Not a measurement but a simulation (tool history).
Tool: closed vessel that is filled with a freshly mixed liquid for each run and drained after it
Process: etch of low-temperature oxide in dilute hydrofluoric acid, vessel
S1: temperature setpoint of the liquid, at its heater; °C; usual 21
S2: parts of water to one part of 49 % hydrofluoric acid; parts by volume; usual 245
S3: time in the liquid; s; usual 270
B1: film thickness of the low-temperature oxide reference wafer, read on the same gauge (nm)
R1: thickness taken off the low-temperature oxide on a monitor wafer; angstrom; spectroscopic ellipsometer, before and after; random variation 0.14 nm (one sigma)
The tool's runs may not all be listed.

{"run": 1, "day": 0.0, "S1": 21, "S2": 245, "S3": 200, "B1": 120, "R1": 128.7}
{"run": 2, "day": 12.421, "S1": 18, "S2": 245, "S3": 270, "B1": 120, "R1": 154.8}
{"run": 3, "day": 15.771, "S1": 21, "S2": 330, "S3": 270, "B1": 120.01, "R1": 116.7}
{"day": 17.225, "done": "hydrofluoric acid flow meter replaced, repeated, since the last time left the tool worse"}
{"run": 4, "day": 19.371, "S1": 21, "S2": 330, "S3": 270, "B1": 119.99, "R1": 134.1}
{"run": 5, "day": 23.462, "S1": 21, "S2": 330, "S3": 270, "B1": 120.07, "R1": 134.9}
{"run": 6, "day": 26.212, "S1": 21, "S2": 245, "S3": 175, "B1": 120, "R1": 128.2}
{"run": 7, "day": 29.692, "S1": 21, "S2": 220, "S3": 355, "B1": 120.01, "R1": 294.9}
{"run": 8, "day": 32.796, "S1": 21, "S2": 245, "S3": 270, "B1": 120.02, "R1": 195.6}
{"run": 9, "day": 36.275, "S1": 21, "S2": 245, "S3": 270, "B1": 119.99, "R1": 195.4}
{"run": 10, "day": 40.279, "S1": 21, "S2": 135, "S3": 130, "B1": 119.96, "R1": 191.5}
{"day": 43.242, "done": "thermometer replaced"}
{"run": 11, "day": 43.342, "S1": 17, "S2": 355, "S3": 140, "B1": 119.96, "R1": 54.7}
{"run": 12, "day": 47.488, "S1": 18, "S2": 295, "S3": 360, "B1": 120.01, "R1": 182.9}
{"day": 50.017, "done": "gauge calibrated"}
{"run": 13, "day": 51.175, "S1": 24, "S2": 285, "S3": 150, "B1": 120.04, "R1": 97.8}
{"run": 14, "day": 53.196, "S1": 21, "S2": 245, "S3": 270, "B1": 119.98, "R1": 189.2}
{"run": 15, "day": 57.471, "S1": 21, "S2": 245, "S3": 270, "B1": 119.96, "R1": 193}
{"run": 16, "day": 61.033, "S1": 21, "S2": 245, "S3": 270, "B1": 120.02, "R1": 192.6}
{"run": 17, "day": 63.371, "S1": 21, "S2": 245, "S3": 270, "B1": 120.03, "R1": 188.6}
{"run": 18, "day": 66.404, "S1": 19, "S2": 245, "S3": 335, "B1": 119.94, "R1": 218.9}
{"run": 19, "day": 67.95, "S1": 21, "S2": 135, "S3": 270, "B1": 119.98, "R1": 389.4}
{"run": 20, "day": 70.3, "S1": 21, "S2": 325, "S3": 270, "B1": 119.99, "R1": 131.9}
{"run": 21, "day": 73.242, "S1": 21, "S2": 245, "S3": 270, "B1": 119.97, "R1": 187.5}
{"run": 22, "day": 76.604, "S1": 19.5, "S2": 355, "S3": 135, "B1": 120.02, "R1": 55.3}
{"run": 23, "day": 79.592, "S1": 24, "S2": 245, "S3": 270, "B1": 120, "R1": 207.9}
{"run": 24, "day": 83.754, "S1": 21, "S2": 245, "S3": 270, "B1": 120.04, "R1": 186.2}
{"run": 25, "day": 85.342, "S1": 25, "S2": 210, "S3": 325, "B1": 119.99, "R1": 313.8}
{"run": 26, "day": 87.033, "S1": 21, "S2": 355, "S3": 340, "B1": 120.04, "R1": 145.5}
{"day": 91.196, "done": "hydrofluoric acid flow meter replaced"}
{"run": 27, "day": 92.862, "S1": 18, "S2": 185, "S3": 175, "B1": 119.93, "R1": 163.1}
{"run": 28, "day": 94.442, "S1": 21, "S2": 285, "S3": 410, "B1": 119.95, "R1": 253.6}
{"run": 29, "day": 98.808, "S1": 21, "S2": 245, "S3": 270, "B1": 119.99, "R1": 201.9}
{"run": 30, "day": 103.229, "S1": 21, "S2": 245, "S3": 270, "B1": 120.01, "R1": 203.7}
{"run": 31, "day": 111.808, "S1": 21, "S2": 360, "S3": 380, "B1": 120, "R1": 169.8}

5 ways to go on from here, each from the tool as it stands after run 31. What would each give?
{"run": "A", "day": 111.838, "S1": 21, "S2": 245, "S3": 270, "B1": "?", "R1": "?"}
{"run": "B", "day": 111.838, "S1": 24, "S2": 315, "S3": 125, "B1": "?", "R1": "?"}
{"run": "C", "day": 111.838, "S1": 19, "S2": 245, "S3": 270, "B1": "?", "R1": "?"}
{"run": "D", "day": 111.838, "S1": 17.5, "S2": 245, "S3": 340, "B1": "?", "R1": "?"}
{"run": "E", "day": 111.838, "S1": 18, "S2": 140, "S3": 150, "B1": "?", "R1": "?"}

run=A B1=119.96 R1=198.3
run=B B1=119.96 R1=74.3
run=C B1=119.96 R1=184
run=D B1=119.96 R1=218.7
run=E B1=119.96 R1=190.4
Without the tool's hidden state the same runs would have given:
run=A R1=202.1
run=B R1=75.7
run=C R1=187.4
run=D R1=222.8
run=E R1=193.7
